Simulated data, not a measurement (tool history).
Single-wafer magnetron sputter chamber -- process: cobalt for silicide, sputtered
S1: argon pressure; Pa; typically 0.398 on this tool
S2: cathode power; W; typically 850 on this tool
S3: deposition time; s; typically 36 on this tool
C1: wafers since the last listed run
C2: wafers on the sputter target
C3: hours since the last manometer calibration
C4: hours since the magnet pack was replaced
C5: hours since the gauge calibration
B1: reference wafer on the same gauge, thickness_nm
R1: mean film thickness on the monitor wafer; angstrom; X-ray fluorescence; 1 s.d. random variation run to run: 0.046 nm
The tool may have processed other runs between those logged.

run    hour     S1    S2    S3    C1    C2      C3       C4      C5      B1      R1
  1       0  0.398   850    36     0  7313  1578.5   9228.3     829  16.391   149.2
      107.8  -- sputter target and shields replaced
  2   108.3  0.398   850    36  2407    11  1686.8   9336.6   937.3  16.384  148.69
  3   165.7  0.398   850    36  1377  1389  1744.2     9394   994.7  16.384   148.5
  4   438.4  0.398   850    36  6545  7935  2016.9   9666.7  1267.4   16.36     148
      456.8  -- sputter target and shields replaced
  5   534.9  0.398   850    36  2124  1873  2113.4   9763.2  1363.9  16.359  149.46
  6   581.7  0.398   850    36  1123  2997  2160.2     9810  1410.7  16.363  148.37
  7   683.4  0.398   850    36  2441  5438  2261.9   9911.7  1512.4  16.343  149.12
      756.4  -- gauge calibrated
  8   769.7  0.398   850    36  2071  7509  2348.2     9998    13.3  16.561  150.61
      813.2  -- sputter target and shields replaced
  9   865.6  0.398   850    36  2109  1258  2444.1  10093.9   109.2  16.524  151.31
 10   963.7  0.398   850    36  2354  3613  2542.2    10192   207.3  16.495  150.08
 11  1027.3  0.398   850    36  1526  5139  2605.8  10255.6   270.9  16.467  149.58
 12  1096.5  0.523   850  30.1  1661  6801    2675  10324.8   340.1  16.453  119.63
     1150.4  -- sputter target and shields replaced
     1170.6  -- magnet pack replaced
 13  1193.9  0.398   850    36  1953   851  2772.4     23.3   437.5   16.43  150.24
 14  1293.8  0.398   850    36  2397  3249  2872.3    123.2   537.4  16.404  149.09
     1359.5  -- capacitance manometer re-zeroed and calibrated
 15  1367.1  0.316  1050  42.5  1567  4817     7.6    196.5   610.7   16.39  206.54
 16  1465.9  0.326   750  30.8  2371  7188   106.4    295.3   709.5  16.377  120.35
     1482.1  -- sputter target and shields replaced
 17    1537  0.278   850  41.5  1514  1318   177.5    366.4   780.6  16.368   177.4

Run 18, settings as shown, results not yet in. Your forecast:
 18  1633.3  0.398  850  36  2311  3629  273.8  462.7  876.9   ?   ?

Run 18 measured B1 16.354, R1 148.78 angstrom.
Minus the tool's unlogged condition, the same run would have read R1 151.05 angstrom.
